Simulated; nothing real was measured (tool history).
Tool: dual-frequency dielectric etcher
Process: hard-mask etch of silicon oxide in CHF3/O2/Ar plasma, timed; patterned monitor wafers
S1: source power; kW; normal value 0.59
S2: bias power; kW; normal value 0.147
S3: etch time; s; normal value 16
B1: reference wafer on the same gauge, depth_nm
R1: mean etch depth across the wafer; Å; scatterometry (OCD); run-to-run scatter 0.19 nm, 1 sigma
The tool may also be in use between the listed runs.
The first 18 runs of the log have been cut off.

run,hour,S1,S2,S3,B1,R1
# hour 556.9: gauge calibrated
19,567.2,0.59,0.147,16,30.88,306.3
20,597.4,0.59,0.147,16,30.85,305.4
21,614.4,0.53,0.163,20.5,30.89,390.2
22,639.1,0.67,0.147,16,30.99,312.8
23,652.9,0.64,0.115,17.5,30.94,310
24,665.3,0.66,0.124,13,30.87,236.1
25,699.9,0.55,0.147,14,30.94,256.2
26,726.7,0.48,0.161,11,30.94,203
27,750.4,0.66,0.147,16,30.89,308.3
28,779.5,0.59,0.12,16,30.93,276.1
29,813.9,0.71,0.172,18.5,30.85,382.4
30,837.1,0.59,0.147,16,30.93,291.9
31,854.9,0.55,0.168,13.5,30.88,256.2

Branching from run 31: 3 alternative next runs. What would each branch give?
A,855.3,0.59,0.147,12.5,?,?
B,855.3,0.69,0.182,16,?,?
C,855.3,0.59,0.147,19.5,?,?

run,B1,R1
A,30.93,229.3
B,30.93,329.7
C,30.93,357.8
Take away the tool's hidden state, keep each run's random variation, and the runs would have read:
run,R1
A,239
B,343.6
C,372.9
